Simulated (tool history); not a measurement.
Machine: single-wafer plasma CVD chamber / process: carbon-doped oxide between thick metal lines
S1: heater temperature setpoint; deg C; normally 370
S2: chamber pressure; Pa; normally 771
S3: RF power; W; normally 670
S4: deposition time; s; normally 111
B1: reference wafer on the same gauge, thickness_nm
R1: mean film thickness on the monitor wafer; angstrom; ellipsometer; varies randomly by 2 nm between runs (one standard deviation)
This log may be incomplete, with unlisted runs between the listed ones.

run,hour,S1,S2,S3,S4,B1,R1
1,0,370,771,670,111,668.616,6280.19
2,119.2,370,771,670,111,668.995,6316.13
3,216.4,370,771,670,111,668.534,6312.44
4,323,370,771,670,111,669.145,6307.08
5,414.7,370,771,670,111,668.612,6307.39
6,488.4,370,771,670,111,669.661,6332.72
7,528.1,377,771,670,111,669.63,6217.56
8,570.1,370,771,605,111,668.776,5988.76
# hour 648.4: showerhead replaced
9,667.3,370,771,670,111,669.215,6320.19
# hour 677.7: RF generator calibrated
10,704,370,771,670,111,669.227,6315.54
11,801.2,370,771,640,116,669.401,6488.11
# hour 868.7: capacitance manometer re-zeroed and calibrated
12,889.1,370,771,670,111,668.972,6321.07
13,938.3,360,771,670,111,668.773,6452.92
14,1004.8,370,771,670,122,668.71,6960.63
15,1105.1,366,892,670,111,669.04,6494.52
16,1197.7,360,771,670,111,668.418,6411.97
17,1266.2,370,956,555,90,669.464,4760.99
18,1348.5,357,873,670,119,668.951,7070.86
# hour 1360.9: thermocouple changed; heater temperature recalibrated
19,1431.5,370,771,670,125,669.304,7143.59
# hour 1484.5: gauge calibrated
# hour 1495.4: RF generator calibrated
20,1531,370,771,640,116,668.886,6457.56
21,1571.9,370,771,670,111,668.423,6359.09
22,1674,370,720,595,111,669.095,5903.4

Run 23 comes next. What will it give?
23,1748.3,378,847,670,111,?,?

{"run 23": {"B1": 669.553, "R1": 6361.68}}
If the tool had no hidden condition, the same run with the same run-to-run variation would have returned R1 6278.65 angstrom.

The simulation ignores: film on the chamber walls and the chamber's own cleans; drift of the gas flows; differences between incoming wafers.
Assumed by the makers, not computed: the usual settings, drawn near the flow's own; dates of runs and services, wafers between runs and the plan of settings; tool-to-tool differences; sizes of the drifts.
